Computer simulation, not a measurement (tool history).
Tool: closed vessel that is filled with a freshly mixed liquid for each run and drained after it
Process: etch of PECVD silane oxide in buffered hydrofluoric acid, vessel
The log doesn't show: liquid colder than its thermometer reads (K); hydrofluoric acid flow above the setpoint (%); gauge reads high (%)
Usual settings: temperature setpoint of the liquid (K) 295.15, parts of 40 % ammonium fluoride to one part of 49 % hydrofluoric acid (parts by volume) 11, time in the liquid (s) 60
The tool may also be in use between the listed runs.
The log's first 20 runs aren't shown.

run	hour	temperature setpoint of the liquid (K)	parts of 40 % ammonium fluoride to one part of 49 % hydrofluoric acid (parts by volume)	time in the liquid (s)	wafers since the last listed run	hours since the thermometer was replaced	hours since the hydrofluoric acid flow meter was replaced	hours since the gauge calibration	read-back film thickness of the PECVD silane oxide reference wafer, read on the same gauge (nm)	thickness taken off the PECVD silane oxide on a monitor wafer (angstrom)
21	1515.8	295.15	11	60	10128	822.4	857.1	229.8	39.96	1834.8
22	1597.4	300.15	10	35	9522	904	938.7	311.4	40	1514.8
23	1659.4	295.15	7	70	7234	966	1000.7	373.4	40.01	3287.9
24	1718.3	291.65	12.5	75	6873	1024.9	1059.6	432.3	39.95	1677.9
25	1809.6	293.65	15.5	70	10653	1116.2	1150.9	523.6	39.98	1407.5
26	1878.2	295.15	7.5	60	8005	1184.8	1219.5	592.2	40.02	2630.1
27	2107	295.15	11	60	26699	1413.6	1448.3	821	40.01	1843.7
28	2157.8	291.65	9.5	80	5927	1464.4	1499.1	871.8	40.02	2264.7
29	2223.6	297.15	8	80	7678	1530.2	1564.9	937.6	40.02	3775.3
# hour 2250.8: hydrofluoric acid flow meter replaced
30	2287.4	293.65	9	30	7328	1594	36.6	1001.4	40.01	966
31	2375.8	295.15	11	90	10315	1682.4	125	1089.8	40	2691.4

5 ways to go on from here, each from the tool as it stands after run 31. What would each give?
A	2376.5	295.15	11	60	81	1683.1	125.7	1090.5	?	?
B	2376.5	298.15	11	60	81	1683.1	125.7	1090.5	?	?
C	2376.5	293.15	9	60	81	1683.1	125.7	1090.5	?	?
D	2376.5	299.65	11	60	81	1683.1	125.7	1090.5	?	?
E	2376.5	293.65	15	90	81	1683.1	125.7	1090.5	?	?

run	read-back film thickness of the PECVD silane oxide reference wafer, read on the same gauge (nm)	thickness taken off the PECVD silane oxide on a monitor wafer (angstrom)
A	40.01	1790.2
B	40.01	2109.6
C	40.01	1879
D	40.01	2287.3
E	40.01	1823.3
Without the tool's hidden state the same runs would have given:
run	thickness taken off the PECVD silane oxide on a monitor wafer (angstrom)
A	1782.4
B	2100.4
C	1870
D	2277.3
E	1815.2

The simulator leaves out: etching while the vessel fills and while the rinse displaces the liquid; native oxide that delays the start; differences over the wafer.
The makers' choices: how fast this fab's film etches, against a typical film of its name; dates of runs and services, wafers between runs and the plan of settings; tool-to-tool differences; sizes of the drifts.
